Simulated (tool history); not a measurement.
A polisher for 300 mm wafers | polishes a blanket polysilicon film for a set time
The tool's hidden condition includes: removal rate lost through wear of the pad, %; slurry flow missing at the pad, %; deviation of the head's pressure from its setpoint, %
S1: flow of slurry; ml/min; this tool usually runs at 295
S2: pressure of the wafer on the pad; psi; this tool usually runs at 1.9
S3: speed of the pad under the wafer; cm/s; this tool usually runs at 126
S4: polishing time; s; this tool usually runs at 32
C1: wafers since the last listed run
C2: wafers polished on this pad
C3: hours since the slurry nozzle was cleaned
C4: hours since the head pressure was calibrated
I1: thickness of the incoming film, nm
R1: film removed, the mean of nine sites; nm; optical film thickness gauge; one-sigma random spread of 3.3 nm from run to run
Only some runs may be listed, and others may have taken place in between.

run,day,S1,S2,S3,S4,C1,C2,C3,C4,I1,R1
1,0,295,1.9,126,32,0,3778,333.7,669.3,1526.6,195.9
# day 1.954: slurry nozzle cleaned
2,2.071,295,1.9,126,32,620,4398,2.8,719,1490.9,189.4
# day 3.096: worn pad replaced by a new one
3,4.658,295,1.9,126,32,739,477,64.9,781.1,1545,217.6
4,7.171,295,1.9,126,32,767,1244,125.2,841.4,1506.1,209.4
5,9.029,295,1.9,126,32,567,1812,169.8,886,1491.3,201.2
6,13.196,295,1.9,126,32,1273,3085,269.8,986,1518.1,202
7,15.133,295,1.5,126,32,592,3678,316.3,1032.5,1519,151.3
# day 16.192: worn pad replaced by a new one
# day 16.271: slurry nozzle cleaned
8,18.296,295,1.5,126,32,902,629,48.6,1108.4,1528.1,165.1
9,20.017,295,1.5,126,32,525,1155,89.9,1149.7,1492.4,164.2
10,24.371,295,1.9,126,32,1330,2486,194.4,1254.2,1531,204.1
11,28.567,295,2.3,158,32,1282,3768,295.1,1354.9,1521.5,294.2
# day 29.896: worn pad replaced by a new one
# day 30.492: slurry nozzle cleaned
12,30.512,295,1.9,126,32,530,175,0.5,1401.6,1511,211.3
13,32.867,295,2.4,126,22,719,894,57,1458.1,1544.9,183.1
# day 33.333: head pressure recalibrated
14,34.908,245,1.9,82,32,598,1493,106,37.8,1516.5,134.4
15,36.988,295,1.9,126,32,635,2128,155.9,87.7,1536.8,203.9
16,40.054,220,1.3,166,39,937,3065,229.5,161.3,1491.9,212.8
17,42.621,295,1.4,126,32,784,3849,291.1,222.9,1522.9,142
# day 45.471: worn pad replaced by a new one
# day 48.892: slurry nozzle cleaned
18,50.642,295,1.9,126,32,2387,1566,42,415.4,1503.8,202
19,54.717,295,2.4,126,42,1245,2812,139.8,513.2,1541.9,336.9
20,57.162,375,1.4,126,32,747,3559,198.5,571.9,1517.7,145.1
# day 59.088: worn pad replaced by a new one
21,59.888,395,2.5,144,32,781,244,263.9,637.3,1509.3,333.3
22,64.117,235,2.5,126,32,1292,1536,365.4,738.8,1526.6,266.7
# day 65.321: slurry nozzle cleaned
23,66.417,295,1.9,126,32,690,2226,26.3,794,1505.6,205.1
24,68.379,345,1.2,126,32,599,2826,73.4,841.1,1514,126.2

3 ways to go on from here, each from the tool as it stands after run 24. What would each give?
A,68.396,295,1.9,126,32,5,2831,73.8,841.5,1505.8,?
B,68.396,340,1.2,126,32,5,2831,73.8,841.5,1505.8,?
C,68.396,295,1.6,86,32,5,2831,73.8,841.5,1505.8,?

run,R1
A,201.9
B,128.7
C,116
With the hidden condition removed and each run's random variation left untouched, the same runs would have given:
run,R1
A,220.9
B,140.8
C,127
